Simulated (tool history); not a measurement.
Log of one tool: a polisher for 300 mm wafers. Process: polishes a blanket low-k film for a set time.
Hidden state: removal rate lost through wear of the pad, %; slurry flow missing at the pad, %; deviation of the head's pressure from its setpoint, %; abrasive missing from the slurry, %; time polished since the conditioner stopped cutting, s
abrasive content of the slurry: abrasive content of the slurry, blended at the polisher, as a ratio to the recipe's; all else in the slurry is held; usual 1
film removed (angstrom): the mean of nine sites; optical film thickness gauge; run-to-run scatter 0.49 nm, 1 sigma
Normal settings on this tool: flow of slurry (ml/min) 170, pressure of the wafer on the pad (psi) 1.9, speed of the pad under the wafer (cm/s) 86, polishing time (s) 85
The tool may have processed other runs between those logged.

run,hour,flow of slurry (ml/min),pressure of the wafer on the pad (psi),speed of the pad under the wafer (cm/s),abrasive content of the slurry,polishing time (s),wafers since the last listed run,wafers polished on this pad,hours since the slurry nozzle was cleaned,hours since the head pressure was calibrated,hours since the slurry blender was calibrated,hours since the conditioning disc was replaced,"incoming thickness of the incoming film, nm",film removed (angstrom)
1,0.0,170,1.9,86,1,85,0,150,340.3,1128.1,193.8,40.6,557.9,307
2,7.6,170,1.9,86,1,61,48,198,347.9,1135.7,201.4,48.2,567.2,216
3,23.9,170,1.9,86,1,61,104,302,364.2,1152.0,217.7,64.5,558.4,210
4,32.9,170,1.9,86,1,85,57,360,373.2,1161.0,226.7,73.5,564.6,293
5,75.3,170,2.4,86,1,85,270,631,415.6,1203.4,269.1,115.9,560.0,352
# hour 85.0: head pressure recalibrated
6,88.8,170,2.4,86,1,85,73,704,429.1,3.8,282.6,129.4,560.5,347
# hour 97.3: slurry nozzle cleaned
# hour 98.9: worn pad replaced by a new one, of another model than before
7,102.1,135,2.3,86,1,85,68,20,4.8,17.1,295.9,142.7,559.7,301
# hour 109.4: conditioning disc replaced and pad reconditioned
# hour 120.5: slurry blender recalibrated
8,121.0,125,1.9,86,1,85,95,115,23.7,36.0,0.5,11.6,560.6,320
9,126.8,130,1.9,86,1,85,37,152,29.5,41.8,6.3,17.4,556.0,312
10,167.0,170,1.9,86,1,85,256,409,69.7,82.0,46.5,57.6,569.2,307

What will run 11 give?
11,177.0,125,1.9,86,1,85,63,473,79.7,92.0,56.5,67.6,562.0,?

{"run 11": {"film removed (angstrom)": 279}}
Minus the tool's unlogged condition, the same run would have read film removed (angstrom) 323.
